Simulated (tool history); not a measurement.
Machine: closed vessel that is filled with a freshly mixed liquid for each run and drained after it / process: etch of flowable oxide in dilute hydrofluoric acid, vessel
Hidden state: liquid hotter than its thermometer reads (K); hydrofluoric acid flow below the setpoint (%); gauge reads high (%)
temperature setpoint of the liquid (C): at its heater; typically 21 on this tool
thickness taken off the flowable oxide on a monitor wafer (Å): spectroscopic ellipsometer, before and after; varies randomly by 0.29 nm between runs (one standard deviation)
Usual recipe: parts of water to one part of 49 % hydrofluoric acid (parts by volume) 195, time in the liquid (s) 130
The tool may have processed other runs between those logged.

run	day	temperature setpoint of the liquid (C)	parts of water to one part of 49 % hydrofluoric acid (parts by volume)	time in the liquid (s)	wafers since the last listed run	hours since the thermometer was replaced	hours since the hydrofluoric acid flow meter was replaced	hours since the gauge calibration	read-back film thickness of the flowable oxide reference wafer, read on the same gauge (nm)	thickness taken off the flowable oxide on a monitor wafer (Å)
1	0	21	195	130	0	925.8	482.7	854.3	100.02	336.6
2	1.421	21	145	130	3499	959.9	516.8	888.4	100	467.2
3	2.642	21	145	130	3006	989.2	546.1	917.7	100.03	480.1
# day 3.579: thermometer replaced
4	4.383	21	145	130	4187	19.3	587.9	959.5	100.01	459.6
5	5.671	22.5	195	130	3171	50.2	618.8	990.4	100.02	342.2
6	8.142	21	195	105	6085	109.5	678.1	1049.7	100.01	257.7
7	9.979	21	195	105	4525	153.6	722.2	1093.8	99.97	261.9
8	11.575	21	195	130	3930	191.9	760.5	1132.1	100.06	328.7
9	13.742	21	195	130	5336	243.9	812.5	1184.1	99.99	320.1
10	16.342	21	165	130	6403	306.3	874.9	1246.5	99.95	395.9
11	19.25	21	165	130	7163	376.1	944.7	1316.3	100	396.6
12	22.112	21	195	180	7050	444.8	1013.4	1385	100	453.6
13	23.962	21	240	130	4556	489.2	1057.8	1429.4	100.03	255
14	26.275	21	240	130	5695	544.7	1113.3	1484.9	100.02	255.2
15	28.842	18	160	190	6321	606.3	1174.9	1546.5	99.98	554.9
16	30.175	17	235	130	3283	638.3	1206.9	1578.5	100.02	227.8
17	31.9	21	195	130	4248	679.7	1248.3	1619.9	100.01	330.2
18	33.758	21	195	165	4577	724.3	1292.9	1664.5	100.02	423.1
19	36.046	19.5	195	105	5634	779.2	1347.8	1719.4	99.99	252.4
20	37.962	25.5	195	150	4720	825.2	1393.8	1765.4	100.03	452.5
21	39.088	23	225	85	2770	852.2	1420.8	1792.4	100.02	197.3
# day 40.304: thermometer replaced
22	41.6	21	290	130	6085	31.1	1481.1	1852.7	99.98	215.1
# day 43.192: gauge calibrated
23	44.046	18.5	150	90	6024	89.8	1539.8	20.5	100.01	304.9
24	46.379	21	195	130	5746	145.8	1595.8	76.5	99.99	353.3
# day 47.575: hydrofluoric acid flow meter replaced
25	48.479	19	195	170	5069	196.2	21.7	126.9	100	428.6
26	51.15	21	135	130	6578	260.3	85.8	191	100.01	555.3
27	53.892	17	235	130	6752	326.1	151.6	256.8	100.05	244.5
28	55.179	21	195	130	3171	357	182.5	287.7	100	357.7
# day 56.112: thermometer replaced, repeated, since the last time left the tool worse
29	57.008	21	195	130	4402	21.5	226.4	331.6	100	320.1
30	65.758	21	195	130	21551	231.5	436.4	541.6	100.01	323.3
31	67.408	25	265	60	4063	271.1	476	581.2	99.99	118.3
32	69.279	21	195	130	4607	316	520.9	626.1	99.97	318.8

Had the tool no unlogged condition, and each run kept its random variation, what would the results have been?
run	thickness taken off the flowable oxide on a monitor wafer (Å)
1	318.1
2	439.8
3	451.1
4	454.9
5	338.3
6	253.9
7	257.5
8	322.3
9	313
10	385.6
11	384.7
12	438.7
13	246.3
14	245.7
15	530.7
16	217.8
17	315.3
18	402.8
19	239.3
20	429.7
21	187
22	195
23	272.3
24	316.5
25	381.9
26	492
27	216.4
28	316.7
29	318.7
30	318
31	116.3
32	312.2
